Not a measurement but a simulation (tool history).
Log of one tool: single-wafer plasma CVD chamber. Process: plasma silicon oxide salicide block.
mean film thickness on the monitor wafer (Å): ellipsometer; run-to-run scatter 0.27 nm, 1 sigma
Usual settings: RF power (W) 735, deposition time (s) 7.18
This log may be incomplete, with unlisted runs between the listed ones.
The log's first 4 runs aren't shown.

run   hour  RF power (W)  deposition time (s)  read-back reference wafer on the same gauge, thickness_nm  mean film thickness on the monitor wafer (Å)
  5   69.7           735                 7.18                                                     65.414                                        769.52
  6   82.3           735                 7.18                                                     65.376                                        769.54
  7   94.5           735                 7.18                                                     65.344                                        770.54
  8  158.2           735                 7.18                                                     65.501                                        767.31
  9  192.9           735                 7.18                                                      65.51                                        775.15
 10  225.4           735                 7.18                                                     65.591                                        768.43
 11  295.7           735                 6.32                                                     65.829                                        680.99
 12  312.3           735                 6.32                                                     65.825                                        679.06
     324.5  -- showerhead replaced
 13  332.4           735                 8.07                                                     65.833                                        874.13
 14  352.7           735                  6.2                                                     65.851                                        669.27
 15  432.8           735                  6.2                                                     66.196                                        673.62
 16    491           735                 7.18                                                     66.295                                        773.62
     503.4  -- RF generator calibrated
 17  525.7           610                 7.18                                                     66.373                                         742.3
 18  545.6           805                 8.57                                                     66.458                                        954.96
 19  576.3           735                 7.18                                                     66.653                                        787.22
 20  606.7           795                 6.38                                                     66.709                                        712.77
 21  638.1           620                  7.9                                                     66.788                                        823.76
 22  662.3           795                 7.18                                                     66.978                                        805.31

Run 23, settings as shown, results not yet in. Your forecast:
     676.6  -- gauge calibrated
 23  679.9           845                 7.18                                                          ?                                             ?

{"run 23": {"read-back reference wafer on the same gauge, thickness_nm": 65.412, "mean film thickness on the monitor wafer (Å)": 792.94}}
Take away the tool's hidden state, keep the run-to-run variation as it was, and the same run would have given mean film thickness on the monitor wafer (Å) 792.09.

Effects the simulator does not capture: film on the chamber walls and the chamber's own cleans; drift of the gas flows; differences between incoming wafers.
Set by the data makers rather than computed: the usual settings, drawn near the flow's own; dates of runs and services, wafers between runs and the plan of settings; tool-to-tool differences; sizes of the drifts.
